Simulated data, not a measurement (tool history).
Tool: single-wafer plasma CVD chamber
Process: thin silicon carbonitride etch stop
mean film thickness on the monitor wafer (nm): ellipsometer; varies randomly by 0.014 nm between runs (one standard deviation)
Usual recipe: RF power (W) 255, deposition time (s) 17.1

run   hour  RF power (W)  deposition time (s)  read-back reference wafer on the same gauge, thickness_nm  mean film thickness on the monitor wafer (nm)
  1      0           255                 17.1                                                     11.197                                          9.388
  2   21.1           255                 17.1                                                     11.202                                          9.399
  3   34.7           255                 17.1                                                     11.201                                          9.391
  4   49.3           230                 17.1                                                     11.198                                          9.128
  5   58.9           230                 17.1                                                     11.201                                          9.145
  6   69.8           255                 17.1                                                     11.205                                          9.375
  7   83.7           255                 17.1                                                     11.202                                          9.402
  8     94           255                 17.1                                                     11.199                                           9.41
  9  107.6           255                 16.4                                                       11.2                                          8.998
 10  121.8           255                 16.4                                                     11.202                                          8.991
 11    128           255                 16.4                                                     11.196                                          9.004
 12  134.7           255                 17.1                                                     11.204                                          9.389
 13  153.1           255                 17.1                                                     11.193                                          9.399
 14  158.4           225                 17.1                                                     11.197                                          9.119
 15  170.1           225                 17.1                                                       11.2                                          9.092
 16  186.7           225                 17.1                                                     11.197                                          9.097
 17    194           270                 18.4                                                     11.205                                         10.252
 18    201           215                 15.4                                                     11.203                                          8.081
 19  233.5           275                   16                                                       11.2                                          8.962
 20  248.7           255                   18                                                     11.199                                          9.892
 21  264.4           255                 17.1                                                     11.202                                          9.413
 22  271.7           305                 14.8                                                     11.199                                          8.542
 23  287.2           280                 18.6                                                     11.198                                         10.461
 24  304.4           285                 16.1                                                     11.197                                          9.103
 25  324.7           275                 13.8                                                     11.199                                          7.746
 26  331.9           255                 17.1                                                     11.204                                          9.387
 27    346           255                 15.7                                                     11.196                                          8.646
 28  354.3           255                 17.1                                                     11.195                                          9.406
 29  365.8           255                 17.1                                                     11.196                                          9.392
 30  372.1           255                 17.1                                                     11.204                                          9.404
 31  388.3           235                 20.5                                                       11.2                                         10.978
 32  397.3           255                 14.7                                                     11.198                                          8.088
 33    409           270                 20.2                                                     11.201                                          11.25

Taken out of this log: 4 entries between the listed runs. Where each belongs, and how the hidden state differs across it:
From run 12 to run 13: gauge calibrated (hour 136.6); RF generator calibrated (hour 152.6)
  nothing in the hidden state changes from one run to the other
From run 14 to run 15: thermocouple changed; heater temperature recalibrated (hour 169.5)
  nothing in the hidden state changes from one run to the other
From run 24 to run 25: showerhead replaced (hour 324.2)
  nothing in the hidden state changes from one run to the other

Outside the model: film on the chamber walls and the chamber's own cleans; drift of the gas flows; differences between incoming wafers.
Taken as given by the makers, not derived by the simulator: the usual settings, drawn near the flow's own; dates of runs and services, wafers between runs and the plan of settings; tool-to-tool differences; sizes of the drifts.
